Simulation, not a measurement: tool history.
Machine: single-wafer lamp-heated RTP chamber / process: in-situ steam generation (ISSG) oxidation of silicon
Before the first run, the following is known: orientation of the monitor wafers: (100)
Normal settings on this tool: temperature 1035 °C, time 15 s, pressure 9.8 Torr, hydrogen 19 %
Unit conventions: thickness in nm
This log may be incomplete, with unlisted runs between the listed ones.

run,hour,temperature,time,pressure,hydrogen,"read-back reference wafer on the same gauge, thickness",thickness
1,0.0,1048,15,9.8,19,4.300,5.176
2,17.3,1035,15,9.4,19,4.303,4.908
# hour 41.3: pyrometer window cleaned and pyrometer calibrated
# hour 58.2: gauge calibrated
3,65.8,1035,15,9.4,19,4.301,4.921
4,82.8,1035,15,9.4,19,4.297,4.936
5,95.1,1035,15,9.8,19,4.299,4.873
6,113.1,1035,15,9.8,19,4.296,4.888
7,127.5,1028,15,10.2,19,4.301,4.692
8,135.9,1028,15,10.2,19,4.295,4.686
9,152.8,1035,15,9.8,19,4.296,4.852
10,168.4,1046,13,9.8,11,4.299,4.237
# hour 189.8: hydrogen flow controller replaced
11,190.3,1035,17,10.2,12,4.296,4.665
12,196.2,1035,15,9.0,26,4.302,5.307
13,213.4,1035,15,9.8,19,4.301,4.884
14,221.0,1035,12,9.8,19,4.302,4.352
15,236.0,1024,9,10.2,11,4.300,3.180
16,252.1,1035,15,9.1,23,4.303,5.140
17,259.7,1028,15,9.8,16,4.301,4.567
18,276.8,1047,11,9.8,26,4.301,4.768
# hour 303.9: pressure gauge zeroed
19,325.0,1046,13,9.8,19,4.301,4.785
20,337.3,1035,20,9.1,25,4.299,6.074
21,349.8,1029,12,10.2,27,4.304,4.584
22,363.7,1035,15,9.8,19,4.296,4.871
23,377.9,1035,15,9.0,19,4.300,4.920
24,393.9,1035,17,9.8,28,4.299,5.664
25,408.8,1047,17,10.2,23,4.306,5.702
26,420.8,1035,15,9.8,28,4.302,5.311
27,431.3,1035,15,9.8,19,4.298,4.875
28,438.4,1035,15,9.8,24,4.300,5.161
29,445.5,1035,15,9.8,19,4.301,4.868
30,452.1,1035,15,9.8,19,4.299,4.866

5 options for the next run, each taken on its own from the tool as it stands now. Forecast them:
A,452.5,1035,15,10.2,19,?,?
B,452.5,1035,15,9.8,22,?,?
C,452.5,1044,15,8.6,11,?,?
D,452.5,1050,15,10.2,19,?,?
E,452.5,1028,19,10.2,25,?,?

run,"read-back reference wafer on the same gauge, thickness",thickness
A,4.300,4.836
B,4.300,5.037
C,4.300,4.570
D,4.300,5.204
E,4.300,5.580
With no hidden state in the tool, these same runs would have given:
run,thickness
A,4.836
B,5.037
C,4.570
D,5.204
E,5.580
